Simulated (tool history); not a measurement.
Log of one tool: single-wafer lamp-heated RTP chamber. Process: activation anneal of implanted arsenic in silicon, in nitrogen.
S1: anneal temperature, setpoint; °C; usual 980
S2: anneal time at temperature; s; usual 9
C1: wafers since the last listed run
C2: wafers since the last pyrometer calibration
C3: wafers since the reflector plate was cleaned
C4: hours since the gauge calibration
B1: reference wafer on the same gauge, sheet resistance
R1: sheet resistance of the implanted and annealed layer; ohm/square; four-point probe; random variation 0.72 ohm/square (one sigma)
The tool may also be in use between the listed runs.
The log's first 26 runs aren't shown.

run	hour	S1	S2	C1	C2	C3	C4	B1	R1
# hour 1297.4: reflector plate cleaned
27	1323.7	999	4	859	868	434	573.9	139.88	166.14
28	1383.9	953	9	992	1861	1427	634.1	140.1	182.5
29	1427.5	980	9	719	2580	2146	677.7	140.14	165.54
30	1470.4	997	14	707	3287	2853	720.6	140.23	145.28
31	1504.4	964	9	560	3848	3414	754.6	140.31	177.19
# hour 1545.1: pyrometer window cleaned and pyrometer calibrated
32	1545.6	963	11	547	8	3962	795.8	140.61	173.39
33	1593.6	959	13	791	799	4754	843.8	140.69	175.95
34	1623.6	998	11	494	1294	5248	873.8	140.9	150.56
35	1654.1	987	9	503	1797	5751	904.3	140.87	163.28

Forecast each of these 3 alternatives for the next run:
A	1654.5	1010	9	6	1804	5758	904.7	?	?
B	1654.5	960	13	6	1804	5758	904.7	?	?
C	1654.5	980	11	6	1804	5758	904.7	?	?

run	B1	R1
A	140.89	145.11
B	140.89	173.4
C	140.89	162.64
Without the tool's hidden state the same runs would have given:
run	R1
A	143.08
B	170.97
C	160.36

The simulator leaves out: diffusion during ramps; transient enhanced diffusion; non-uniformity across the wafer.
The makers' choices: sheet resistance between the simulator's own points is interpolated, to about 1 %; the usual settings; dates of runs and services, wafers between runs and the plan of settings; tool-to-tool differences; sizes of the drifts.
